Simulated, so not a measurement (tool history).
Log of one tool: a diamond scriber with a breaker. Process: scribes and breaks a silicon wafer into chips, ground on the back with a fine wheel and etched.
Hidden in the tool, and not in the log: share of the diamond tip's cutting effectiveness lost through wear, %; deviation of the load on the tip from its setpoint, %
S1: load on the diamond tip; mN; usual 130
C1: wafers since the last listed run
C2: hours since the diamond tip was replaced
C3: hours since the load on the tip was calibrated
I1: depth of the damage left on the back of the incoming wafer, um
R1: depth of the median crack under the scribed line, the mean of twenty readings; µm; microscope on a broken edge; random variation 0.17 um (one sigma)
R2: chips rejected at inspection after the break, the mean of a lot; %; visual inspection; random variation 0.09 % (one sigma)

Run 1, hour 0.0: usual settings; C1 0; C2 229.6; C3 1317.6; I1 0.64. Result: R1 7.85 µm, R2 5.43 %.
Run 2, hour 53.0: usual settings; C1 203; C2 282.6; C3 1370.6; I1 0.54. Result: R1 7.37 µm, R2 6.30 %.
Run 3, hour 109.4: usual settings; C1 216; C2 339.0; C3 1427.0; I1 0.78. Result: R1 7.38 µm, R2 7.39 %.
Run 4, hour 166.6: usual settings; C1 219; C2 396.2; C3 1484.2; I1 0.50. Result: R1 7.35 µm, R2 8.30 %.
Run 5, hour 202.9: usual settings; C1 139; C2 432.5; C3 1520.5; I1 0.66. Result: R1 7.28 µm, R2 7.54 %.
Run 6, hour 249.3: usual settings; C1 178; C2 478.9; C3 1566.9; I1 0.31. Result: R1 7.17 µm, R2 9.67 %.
Run 7, hour 282.8: usual settings; C1 128; C2 512.4; C3 1600.4; I1 0.46. Result: R1 7.44 µm, R2 8.54 %.
Run 8, hour 318.6: usual settings but S1 152 mN; C1 137; C2 548.2; C3 1636.2; I1 0.72. Result: R1 7.79 µm, R2 4.62 %.
Run 9, hour 386.5: usual settings but S1 152 mN; C1 260; C2 616.1; C3 1704.1; I1 0.66. Result: R1 7.68 µm, R2 5.32 %.
Run 10, hour 446.2: usual settings; C1 229; C2 675.8; C3 1763.8; I1 0.66. Result: R1 7.43 µm, R2 9.36 %.
At hour 462.6: load on the tip recalibrated.
At hour 500.6: diamond tip replaced by a new one.
Run 11, hour 514.7: usual settings but S1 168 mN; C1 247; C2 14.1; C3 52.1; I1 0.57. Result: R1 10.27 µm, R2 1.87 %.
Run 12, hour 599.9: usual settings but S1 145 mN; C1 327; C2 99.3; C3 137.3; I1 0.60. Result: R1 8.96 µm, R2 1.25 %.
Run 13, hour 750.8: usual settings; C1 580; C2 250.2; C3 288.2; I1 0.36. Result: R1 8.29 µm, R2 3.52 %.
Run 14, hour 811.4: usual settings but S1 144 mN; C1 232; C2 310.8; C3 348.8; I1 0.40. Result: R1 8.01 µm, R2 2.64 %.
Run 15, hour 864.5: usual settings but S1 113 mN; C1 204; C2 363.9; C3 401.9; I1 0.50. Result: R1 7.77 µm, R2 7.59 %.
Run 16, hour 893.7: usual settings but S1 103 mN; C1 112; C2 393.1; C3 431.1; I1 0.57. Result: R1 6.93 µm, R2 9.14 %.
Run 17, hour 949.5: usual settings but S1 98 mN; C1 214; C2 448.9; C3 486.9; I1 0.37. Result: R1 6.90 µm, R2 10.60 %.
Run 18, hour 1006.4: usual settings; C1 218; C2 505.8; C3 543.8; I1 0.60. Result: R1 7.70 µm, R2 5.28 %.
At hour 1081.9: diamond tip replaced by a new one.
Run 19, hour 1084.4: usual settings but S1 143 mN; C1 292; C2 2.5; C3 621.8; I1 0.73. Result: R1 9.48 µm, R2 1.19 %.

Forecast each of these 3 alternatives for the next run:
Run A, hour 1084.9: usual settings but S1 94 mN; C1 1; C2 3.0; C3 622.3; I1 0.36. Result: R1 ?, R2 ?.
Run B, hour 1084.9: usual settings but S1 118 mN; C1 1; C2 3.0; C3 622.3; I1 0.36. Result: R1 ?, R2 ?.
Run C, hour 1084.9: usual settings but S1 102 mN; C1 1; C2 3.0; C3 622.3; I1 0.36. Result: R1 ?, R2 ?.

run    R1    R2
  A  8.08  4.11
  B  8.73  1.85
  C  8.30  3.14
Without the tool's hidden state the same runs would have given:
run    R1    R2
  A  8.30  3.12
  B  8.97  1.46
  C  8.53  2.35

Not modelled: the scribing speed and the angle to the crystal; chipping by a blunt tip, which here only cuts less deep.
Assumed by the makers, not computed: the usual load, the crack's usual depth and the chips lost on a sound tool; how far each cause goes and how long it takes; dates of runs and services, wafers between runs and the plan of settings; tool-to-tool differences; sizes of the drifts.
